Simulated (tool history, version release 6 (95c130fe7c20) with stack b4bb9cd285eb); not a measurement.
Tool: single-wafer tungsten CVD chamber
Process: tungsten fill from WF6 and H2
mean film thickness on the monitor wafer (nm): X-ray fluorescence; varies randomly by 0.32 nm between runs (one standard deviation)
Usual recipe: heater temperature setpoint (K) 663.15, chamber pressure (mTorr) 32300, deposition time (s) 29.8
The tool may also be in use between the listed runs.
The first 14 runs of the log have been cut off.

run   hour  heater temperature setpoint (K)  chamber pressure (mTorr)  deposition time (s)  wafers since the last listed run  hours since the last thermocouple change  hours since the last manometer calibration  hours since the showerhead was replaced  hours since the gauge calibration  read-back reference wafer on the same gauge, thickness_nm  mean film thickness on the monitor wafer (nm)
 15  335.5                           663.15                     32300                 29.8                               258                                     304.0                                       150.5                                     38.2                               18.4                                                     75.991                                         72.555
 16  348.9                           670.15                     32300                 26.9                               198                                     317.4                                       163.9                                     51.6                               31.8                                                     75.851                                         75.965
 17  365.3                           648.15                     32300                 35.1                               243                                     333.8                                       180.3                                     68.0                               48.2                                                     75.839                                         60.889
 18  388.2                           674.15                     32300                 29.8                               339                                     356.7                                       203.2                                     90.9                               71.1                                                     75.894                                         91.511
 19  402.1                           677.15                     32300                 29.8                               206                                     370.6                                       217.1                                    104.8                               85.0                                                     76.008                                         96.518
 20  421.8                           670.15                     27400                 24.5                               292                                     390.3                                       236.8                                    124.5                              104.7                                                     75.789                                         65.573
 21  434.6                           677.15                     32300                 34.8                               189                                     403.1                                       249.6                                    137.3                              117.5                                                     75.840                                        112.523
 22  460.3                           663.15                     32300                 29.8                               381                                     428.8                                       275.3                                    163.0                              143.2                                                     76.047                                         72.414
 23  487.1                           671.15                     35100                 29.8                               397                                     455.6                                       302.1                                    189.8                              170.0                                                     75.922                                         88.340
 24  571.4                           663.15                     32300                 29.8                              1250                                     539.9                                       386.4                                    274.1                              254.3                                                     75.971                                         71.771
 25  586.9                           663.15                     39700                 29.8                               229                                     555.4                                       401.9                                    289.6                              269.8                                                     75.911                                         76.892
 26  606.6                           663.15                     32300                 29.8                               292                                     575.1                                       421.6                                    309.3                              289.5                                                     75.804                                         71.740
 27  637.9                           663.15                     39700                 29.8                               464                                     606.4                                       452.9                                    340.6                              320.8                                                     75.852                                         76.437
 28  663.3                           663.15                     32300                 28.1                               376                                     631.8                                       478.3                                    366.0                              346.2                                                     75.776                                         67.072
 29  678.7                           663.15                     32300                 29.8                               228                                     647.2                                       493.7                                    381.4                              361.6                                                     75.901                                         70.814
 30  699.0                           673.15                     26600                 25.5                               301                                     667.5                                       514.0                                    401.7                              381.9                                                     75.854                                         70.755
 31  715.6                           663.15                     36400                 29.8                               246                                     684.1                                       530.6                                    418.3                              398.5                                                     75.944                                         73.995
 32  732.2                           657.15                     32300                 29.8                               246                                     700.7                                       547.2                                    434.9                              415.1                                                     75.951                                         62.624
 33  765.7                           670.15                     32300                 35.6                               496                                     734.2                                       580.7                                    468.4                              448.6                                                     75.831                                         98.413

Predict each of these 5 candidate next runs independently; none follows another, all start after run 33:
  A  766.1                           663.15                     32300                 29.8                                 5                                     734.6                                       581.1                                    468.8                              449.0                                                          ?                                              ?
  B  766.1                           663.15                     32300                 35.1                                 5                                     734.6                                       581.1                                    468.8                              449.0                                                          ?                                              ?
  C  766.1                           671.15                     25500                 29.8                                 5                                     734.6                                       581.1                                    468.8                              449.0                                                          ?                                              ?
  D  766.1                           663.15                     32300                 26.7                                 5                                     734.6                                       581.1                                    468.8                              449.0                                                          ?                                              ?
  E  766.1                           669.15                     30300                 31.5                                 5                                     734.6                                       581.1                                    468.8                              449.0                                                          ?                                              ?

run  read-back reference wafer on the same gauge, thickness_nm  mean film thickness on the monitor wafer (nm)
  A                                                     75.720                                         70.664
  B                                                     75.720                                         83.284
  C                                                     75.720                                         77.610
  D                                                     75.720                                         63.285
  E                                                     75.720                                         83.179
What these runs would have given with no unlogged condition in the tool:
run  mean film thickness on the monitor wafer (nm)
  A                                         73.466
  B                                         86.587
  C                                         80.592
  D                                         65.794
  E                                         86.379
